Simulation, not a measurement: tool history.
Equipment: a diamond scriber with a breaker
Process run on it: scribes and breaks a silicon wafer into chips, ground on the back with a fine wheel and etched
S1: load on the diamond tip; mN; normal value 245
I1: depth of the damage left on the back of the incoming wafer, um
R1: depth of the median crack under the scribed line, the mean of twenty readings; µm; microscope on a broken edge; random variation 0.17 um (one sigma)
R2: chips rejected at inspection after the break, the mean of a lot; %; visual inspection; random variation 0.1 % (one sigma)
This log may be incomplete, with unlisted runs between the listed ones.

| run | day | S1 | I1 | R1 | R2 |
|---|---|---|---|---|---|
| 1 | 0 | 245 | 0.49 | 12.19 | 1.86 |
| 2 | 4.325 | 245 | 0.36 | 12.43 | 2.11 |
| 3 | 7.45 | 245 | 0.5 | 12.34 | 2.12 |
| 4 | 12.792 | 245 | 0.46 | 12.02 | 1.87 |
| 5 | 15.496 | 245 | 0.39 | 12.42 | 2.05 |
| 6 | 19.558 | 245 | 0.78 | 12.09 | 2.21 |
| 7 | 23.704 | 245 | 0.4 | 11.9 | 1.97 |
| 8 | 26.221 | 245 | 0.63 | 11.91 | 2.08 |
|  | 27.496 | load on the tip recalibrated |
| 9 | 29.917 | 245 | 0.35 | 13.02 | 1.47 |
| 10 | 32.588 | 245 | 0.35 | 12.77 | 1.38 |
|  | 32.712 | diamond tip replaced by a new one, of another model than before |
| 11 | 36.721 | 193 | 0.7 | 8.86 | 12.5 |
| 12 | 39.883 | 245 | 0.48 | 12.04 | 1.92 |
| 13 | 42.375 | 306 | 0.35 | 14.83 | 2.48 |
| 14 | 46.808 | 245 | 0.6 | 11.64 | 2.68 |
| 15 | 51.483 | 191 | 0.56 | 8.32 | 18.9 |
| 16 | 53.308 | 304 | 0.68 | 14.03 | 1.99 |
| 17 | 56.879 | 223 | 0.63 | 10.04 | 7.82 |
| 18 | 59.758 | 182 | 0.73 | 7.53 | 21.23 |

Branching from run 18: 5 alternative next runs. What would each branch give?
| A | 59.788 | 245 | 0.74 | ? | ? |
| B | 59.788 | 177 | 0.74 | ? | ? |
| C | 59.788 | 315 | 0.74 | ? | ? |
| D | 59.788 | 206 | 0.74 | ? | ? |
| E | 59.788 | 197 | 0.74 | ? | ? |

| run | R1 | R2 |
|---|---|---|
| A | 11.25 | 4.03 |
| B | 7.38 | 27.78 |
| C | 14.63 | 2.22 |
| D | 9.13 | 13.34 |
| E | 8.61 | 16.97 |
Without the tool's unlogged condition, the same runs would have read:
| run | R1 | R2 |
|---|---|---|
| A | 13.35 | 1.49 |
| B | 8.75 | 15.9 |
| C | 17.35 | 7.34 |
| D | 10.83 | 5.25 |
| E | 10.21 | 7.6 |
